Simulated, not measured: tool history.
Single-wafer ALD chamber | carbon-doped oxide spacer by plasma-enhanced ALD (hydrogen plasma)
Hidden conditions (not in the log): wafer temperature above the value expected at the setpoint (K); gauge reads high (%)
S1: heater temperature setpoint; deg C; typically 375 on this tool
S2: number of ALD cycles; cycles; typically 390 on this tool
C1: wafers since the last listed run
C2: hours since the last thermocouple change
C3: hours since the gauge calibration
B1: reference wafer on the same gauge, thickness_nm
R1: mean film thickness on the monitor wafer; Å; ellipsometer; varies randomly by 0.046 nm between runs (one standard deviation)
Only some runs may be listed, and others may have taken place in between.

run	hour	S1	S2	C1	C2	C3	B1	R1
1	0.0	375	390	0	2144.7	259.0	21.614	186.74
2	81.4	375	410	102	2226.1	340.4	21.660	197.30
3	148.8	375	410	84	2293.5	407.8	21.697	196.14
4	195.5	375	410	58	2340.2	454.5	21.695	197.08
5	249.7	375	390	68	2394.4	508.7	21.710	187.44
6	321.6	365	390	90	2466.3	580.6	21.788	188.13
7	368.1	365	390	58	2512.8	627.1	21.785	188.85
# hour 437.7: gauge calibrated
8	439.7	367	326	90	2584.4	2.0	21.555	155.92
9	588.3	380	315	187	2733.0	150.6	21.634	150.87
# hour 617.6: thermocouple changed; heater temperature recalibrated
10	655.8	388	441	74	38.2	218.1	21.660	212.35
11	731.5	370	454	95	113.9	293.8	21.678	219.18
12	855.7	380	315	156	238.1	418.0	21.727	150.86
13	900.3	375	390	56	282.7	462.6	21.766	189.02

What does the tool deliver on the next run?
14	995.7	375	320	120	378.1	558.0	?	?

B1: 21.773
R1: 154.58 Å
Without the tool's hidden state the same run would have given R1 152.45 Å.
